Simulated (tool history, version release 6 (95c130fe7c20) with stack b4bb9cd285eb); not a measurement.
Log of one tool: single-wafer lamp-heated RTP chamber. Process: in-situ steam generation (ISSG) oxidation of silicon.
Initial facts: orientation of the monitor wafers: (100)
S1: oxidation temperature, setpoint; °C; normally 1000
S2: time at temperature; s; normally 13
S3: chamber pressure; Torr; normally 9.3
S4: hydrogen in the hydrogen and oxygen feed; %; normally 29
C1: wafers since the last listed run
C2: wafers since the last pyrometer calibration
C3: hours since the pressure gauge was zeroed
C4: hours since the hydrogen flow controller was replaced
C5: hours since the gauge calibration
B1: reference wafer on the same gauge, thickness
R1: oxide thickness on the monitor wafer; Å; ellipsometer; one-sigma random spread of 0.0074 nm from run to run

Run 1, day 0: usual settings but S1 1013 °C; C1 0; C2 5906; C3 3409.8; C4 7067.2; C5 216.3; B1 5.531. Result: R1 53.01 Å.
Run 2, day 1.271: usual settings but S1 1013 °C; C1 363; C2 6270; C3 3440.3; C4 7097.7; C5 246.8; B1 5.528. Result: R1 53.23 Å.
At day 1.758: pyrometer window cleaned and pyrometer calibrated.
Run 3, day 2.212: usual settings but S1 1013 °C; C1 174; C2 130; C3 3462.9; C4 7120.3; C5 269.4; B1 5.53. Result: R1 51.9 Å.
Run 4, day 3.521: usual settings; C1 374; C2 504; C3 3494.3; C4 7151.7; C5 300.8; B1 5.528. Result: R1 49.55 Å.
Run 5, day 4.167: usual settings; C1 184; C2 689; C3 3509.8; C4 7167.2; C5 316.3; B1 5.528. Result: R1 49.58 Å.
Run 6, day 5.479: usual settings; C1 375; C2 1065; C3 3541.3; C4 7198.7; C5 347.8; B1 5.529. Result: R1 49.53 Å.
Run 7, day 7.996: usual settings but S3 10 Torr; C1 720; C2 1786; C3 3601.7; C4 7259.1; C5 408.2; B1 5.53. Result: R1 48.71 Å.
Run 8, day 8.779: usual settings but S3 10 Torr; C1 224; C2 2010; C3 3620.5; C4 7277.9; C5 427; B1 5.532. Result: R1 48.83 Å.
At day 10.621: pressure gauge zeroed.
At day 12.029: gauge calibrated.
Run 9, day 13.021: usual settings but S3 10 Torr; C1 1119; C2 3130; C3 57.6; C4 7379.7; C5 23.8; B1 5.528. Result: R1 48.92 Å.
Run 10, day 14.029: usual settings but S3 8.9 Torr, S4 25 %; C1 288; C2 3419; C3 81.8; C4 7403.9; C5 48; B1 5.529. Result: R1 48.18 Å.
Run 11, day 15.525: usual settings but S3 8.9 Torr, S4 25 %; C1 428; C2 3847; C3 117.7; C4 7439.8; C5 83.9; B1 5.53. Result: R1 48.41 Å.
Run 12, day 16.25: usual settings but S3 8.9 Torr, S4 25 %; C1 207; C2 4055; C3 135.1; C4 7457.2; C5 101.3; B1 5.528. Result: R1 48.44 Å.
Run 13, day 17.542: usual settings; C1 369; C2 4425; C3 166.1; C4 7488.2; C5 132.3; B1 5.532. Result: R1 50.21 Å.
Run 14, day 18.208: usual settings; C1 190; C2 4615; C3 182.1; C4 7504.2; C5 148.3; B1 5.53. Result: R1 50.02 Å.
At day 18.925: hydrogen flow controller replaced.
Run 15, day 19.683: usual settings but S3 8.6 Torr; C1 326; C2 4942; C3 217.5; C4 18.2; C5 183.7; B1 5.529. Result: R1 50.81 Å.
At day 20.888: pyrometer window cleaned and pyrometer calibrated.
Run 16, day 20.908: usual settings but S3 8.6 Torr; C1 255; C2 6; C3 246.9; C4 47.6; C5 213.1; B1 5.53. Result: R1 49.82 Å.
Run 17, day 22.138: usual settings but S2 11 s; C1 352; C2 358; C3 276.4; C4 77.1; C5 242.6; B1 5.531. Result: R1 46.04 Å.
Run 18, day 23.017: usual settings; C1 251; C2 610; C3 297.5; C4 98.2; C5 263.7; B1 5.529. Result: R1 49.42 Å.
Run 19, day 24.508: usual settings but S1 994 °C, S2 11 s, S3 10.1 Torr, S4 24 %; C1 427; C2 1037; C3 333.3; C4 134; C5 299.5; B1 5.529. Result: R1 42.39 Å.
Run 20, day 25.642: usual settings but S2 10 s, S4 25 %; C1 324; C2 1361; C3 360.5; C4 161.2; C5 326.7; B1 5.532. Result: R1 42.69 Å.
Run 21, day 26.954: usual settings but S4 32 %; C1 375; C2 1737; C3 392; C4 192.7; C5 358.2; B1 5.532. Result: R1 50.69 Å.
Run 22, day 28.121: usual settings but S1 982 °C, S2 8 s, S3 8.4 Torr, S4 21 %; C1 334; C2 2071; C3 420; C4 220.7; C5 386.2; B1 5.53. Result: R1 35.8 Å.
Run 23, day 28.662: usual settings but S2 18 s; C1 155; C2 2227; C3 433; C4 233.7; C5 399.2; B1 5.53. Result: R1 56.99 Å.
Run 24, day 29.508: usual settings; C1 242; C2 2469; C3 453.3; C4 254; C5 419.5; B1 5.529. Result: R1 49.53 Å.
Run 25, day 30.042: usual settings; C1 152; C2 2622; C3 466.1; C4 266.8; C5 432.3; B1 5.53. Result: R1 49.47 Å.
Run 26, day 30.708: usual settings; C1 190; C2 2813; C3 482.1; C4 282.8; C5 448.3; B1 5.53. Result: R1 49.57 Å.
Run 27, day 31.254: usual settings but S2 17 s, S3 8.8 Torr; C1 156; C2 2969; C3 495.2; C4 295.9; C5 461.4; B1 5.533. Result: R1 56.19 Å.
Run 28, day 31.792: usual settings; C1 153; C2 3123; C3 508.1; C4 308.8; C5 474.3; B1 5.528. Result: R1 49.54 Å.
Run 29, day 32.738: usual settings but S1 1010 °C, S2 9 s, S4 26 %; C1 270; C2 3394; C3 530.8; C4 331.5; C5 497; B1 5.531. Result: R1 42.76 Å.
Run 30, day 33.558: usual settings but S3 8.5 Torr; C1 235; C2 3629; C3 550.5; C4 351.2; C5 516.7; B1 5.53. Result: R1 50.32 Å.
Run 31, day 34.092: usual settings but S1 1019 °C, S2 9 s, S4 32 %; C1 152; C2 3782; C3 563.3; C4 364; C5 529.5; B1 5.528. Result: R1 46.74 Å.
Run 32, day 34.879: usual settings but S4 32 %; C1 225; C2 4007; C3 582.2; C4 382.9; C5 548.4; B1 5.532. Result: R1 50.9 Å.

Alternative continuations, all from the tool just after run 32; predict every row:
Run A, day 34.896: usual settings but S2 15 s; C1 4; C2 4012; C3 582.6; C4 383.3; C5 548.8; B1 ?. Result: R1 ?.
Run B, day 34.896: usual settings but S3 8.5 Torr, S4 32 %; C1 4; C2 4012; C3 582.6; C4 383.3; C5 548.8; B1 ?. Result: R1 ?.
Run C, day 34.896: usual settings but S2 10 s, S3 9.8 Torr; C1 4; C2 4012; C3 582.6; C4 383.3; C5 548.8; B1 ?. Result: R1 ?.

run     B1     R1
  A  5.527  52.98
  B  5.527  51.85
  C  5.527   44.1
With no hidden state in the tool, these same runs would have given:
run     R1
  A  52.48
  B  51.38
  C  43.74
